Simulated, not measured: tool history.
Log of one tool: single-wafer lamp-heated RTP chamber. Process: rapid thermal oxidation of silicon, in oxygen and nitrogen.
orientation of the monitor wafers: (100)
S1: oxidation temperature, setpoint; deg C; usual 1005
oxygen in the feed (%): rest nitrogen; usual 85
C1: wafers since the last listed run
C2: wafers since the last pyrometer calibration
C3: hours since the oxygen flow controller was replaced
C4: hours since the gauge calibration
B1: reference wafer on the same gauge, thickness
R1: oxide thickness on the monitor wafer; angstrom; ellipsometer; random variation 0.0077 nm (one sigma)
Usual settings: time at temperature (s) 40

{"run": 1, "hour": 0.0, "S1": 1005, "time at temperature (s)": 40, "oxygen in the feed (%)": 85, "C1": 0, "C2": 2526, "C3": 4338.9, "C4": 85, "B1": 5.63, "R1": 52.13}
{"run": 2, "hour": 12.2, "S1": 1005, "time at temperature (s)": 40, "oxygen in the feed (%)": 85, "C1": 57, "C2": 2584, "C3": 4351.1, "C4": 97.2, "B1": 5.63, "R1": 52.05}
{"run": 3, "hour": 18.7, "S1": 1015, "time at temperature (s)": 40, "oxygen in the feed (%)": 85, "C1": 30, "C2": 2615, "C3": 4357.6, "C4": 103.7, "B1": 5.629, "R1": 55.75}
{"run": 4, "hour": 28.2, "S1": 1015, "time at temperature (s)": 40, "oxygen in the feed (%)": 85, "C1": 44, "C2": 2659, "C3": 4367.1, "C4": 113.2, "B1": 5.631, "R1": 55.82}
{"run": 5, "hour": 36.0, "S1": 1015, "time at temperature (s)": 40, "oxygen in the feed (%)": 85, "C1": 36, "C2": 2696, "C3": 4374.9, "C4": 121, "B1": 5.63, "R1": 55.82}
{"run": 6, "hour": 51.2, "S1": 1027, "time at temperature (s)": 36, "oxygen in the feed (%)": 85, "C1": 71, "C2": 2768, "C3": 4390.1, "C4": 136.2, "B1": 5.631, "R1": 58.19}
{"run": 7, "hour": 65.0, "S1": 1027, "time at temperature (s)": 36, "oxygen in the feed (%)": 85, "C1": 65, "C2": 2833, "C3": 4403.9, "C4": 150, "B1": 5.63, "R1": 58.33}
{"run": 8, "hour": 77.7, "S1": 1005, "time at temperature (s)": 40, "oxygen in the feed (%)": 73, "C1": 59, "C2": 2893, "C3": 4416.6, "C4": 162.7, "B1": 5.63, "R1": 49.5}
{"run": 9, "hour": 89.8, "S1": 1005, "time at temperature (s)": 40, "oxygen in the feed (%)": 85, "C1": 57, "C2": 2950, "C3": 4428.7, "C4": 174.8, "B1": 5.63, "R1": 52.13}
{"run": 10, "hour": 104.5, "S1": 985, "time at temperature (s)": 40, "oxygen in the feed (%)": 85, "C1": 69, "C2": 3019, "C3": 4443.4, "C4": 189.5, "B1": 5.632, "R1": 45.36}
{"run": 11, "hour": 119.9, "S1": 985, "time at temperature (s)": 40, "oxygen in the feed (%)": 85, "C1": 72, "C2": 3092, "C3": 4458.8, "C4": 204.9, "B1": 5.631, "R1": 45.36}
{"hour": 140.8, "done": "gauge calibrated"}
{"run": 12, "hour": 162.8, "S1": 985, "time at temperature (s)": 40, "oxygen in the feed (%)": 85, "C1": 202, "C2": 3294, "C3": 4501.7, "C4": 22, "B1": 5.63, "R1": 45.46}
{"run": 13, "hour": 178.2, "S1": 1005, "time at temperature (s)": 40, "oxygen in the feed (%)": 85, "C1": 72, "C2": 3366, "C3": 4517.1, "C4": 37.4, "B1": 5.63, "R1": 52.27}
{"run": 14, "hour": 186.1, "S1": 1015, "time at temperature (s)": 40, "oxygen in the feed (%)": 85, "C1": 37, "C2": 3404, "C3": 4525, "C4": 45.3, "B1": 5.631, "R1": 56.05}
{"run": 15, "hour": 194.0, "S1": 1005, "time at temperature (s)": 53, "oxygen in the feed (%)": 85, "C1": 37, "C2": 3441, "C3": 4532.9, "C4": 53.2, "B1": 5.63, "R1": 59.02}
{"run": 16, "hour": 208.3, "S1": 1005, "time at temperature (s)": 23, "oxygen in the feed (%)": 61, "C1": 67, "C2": 3508, "C3": 4547.2, "C4": 67.5, "B1": 5.63, "R1": 37.78}
{"run": 17, "hour": 218.1, "S1": 1024, "time at temperature (s)": 31, "oxygen in the feed (%)": 56, "C1": 46, "C2": 3555, "C3": 4557, "C4": 77.3, "B1": 5.631, "R1": 46.67}
{"hour": 235.6, "done": "pyrometer window cleaned and pyrometer calibrated"}
{"hour": 242.2, "done": "oxygen flow controller replaced"}
{"run": 18, "hour": 242.7, "S1": 991, "time at temperature (s)": 40, "oxygen in the feed (%)": 85, "C1": 46, "C2": 2, "C3": 0.5, "C4": 101.9, "B1": 5.63, "R1": 46.25}
{"run": 19, "hour": 248.4, "S1": 1005, "time at temperature (s)": 49, "oxygen in the feed (%)": 61, "C1": 26, "C2": 29, "C3": 6.2, "C4": 107.6, "B1": 5.629, "R1": 49.94}
{"run": 20, "hour": 256.2, "S1": 1005, "time at temperature (s)": 40, "oxygen in the feed (%)": 85, "C1": 36, "C2": 65, "C3": 14, "C4": 115.4, "B1": 5.632, "R1": 50.99}

Forecast run 21:
{"run": 21, "hour": 267.7, "S1": 1005, "time at temperature (s)": 49, "oxygen in the feed (%)": 98, "C1": 54, "C2": 120, "C3": 25.5, "C4": 126.9, "B1": "?", "R1": "?"}

B1: 5.63
R1: 58.73 angstrom
Without the tool's hidden state the same run would have given R1 58.67 angstrom.
